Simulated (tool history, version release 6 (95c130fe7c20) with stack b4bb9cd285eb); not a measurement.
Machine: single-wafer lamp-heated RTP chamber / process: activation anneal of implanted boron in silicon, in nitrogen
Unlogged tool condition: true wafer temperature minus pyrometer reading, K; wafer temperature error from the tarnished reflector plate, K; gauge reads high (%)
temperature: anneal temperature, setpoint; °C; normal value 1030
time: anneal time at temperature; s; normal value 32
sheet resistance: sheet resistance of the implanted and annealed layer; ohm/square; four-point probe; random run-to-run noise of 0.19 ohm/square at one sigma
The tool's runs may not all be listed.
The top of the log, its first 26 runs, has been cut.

run,hour,temperature,time,wafers since the last listed run,wafers since the last pyrometer calibration,wafers since the reflector plate was cleaned,hours since the gauge calibration,"read-back reference wafer on the same gauge, sheet resistance",sheet resistance
# hour 689.3: reflector plate cleaned
27,743.3,1030,26,1657,2409,1241,444,138.11,126.05
28,768.7,1030,32,583,2993,1824,469.4,138.04,125.95
29,800.9,1056,32,740,3733,2565,501.6,137.94,124.31
30,823.8,1030,32,526,4260,3091,524.5,137.99,125.6
31,848,1057,13,556,4816,3648,548.7,138.01,125.96
# hour 858.7: pyrometer window cleaned and pyrometer calibrated
32,878,1001,44,505,443,4153,578.7,137.97,128.8
33,890.6,1030,32,289,733,4443,591.3,137.94,125.66
# hour 960.1: reflector plate cleaned
34,976.4,1030,19,1788,2521,374,677.1,138.04,126.32
35,992.7,1030,32,374,2896,748,693.4,138.03,125.81
36,1010.7,1030,32,413,3310,1162,711.4,137.94,125.54

Forecast each of these 4 alternatives for the next run:
A,1011.1,1030,24,9,3319,1171,711.8,?,?
B,1011.1,1004,32,9,3319,1171,711.8,?,?
C,1011.1,1058,27,9,3319,1171,711.8,?,?
D,1011.1,1051,41,9,3319,1171,711.8,?,?

run,"read-back reference wafer on the same gauge, sheet resistance",sheet resistance
A,138.1,126.24
B,138.1,128.13
C,138.1,125.2
D,138.1,124.51
The same runs, with their run-to-run variation unchanged, on a tool lacking any hidden condition would have given:
run,sheet resistance
A,126.72
B,129.37
C,125.34
D,124.77

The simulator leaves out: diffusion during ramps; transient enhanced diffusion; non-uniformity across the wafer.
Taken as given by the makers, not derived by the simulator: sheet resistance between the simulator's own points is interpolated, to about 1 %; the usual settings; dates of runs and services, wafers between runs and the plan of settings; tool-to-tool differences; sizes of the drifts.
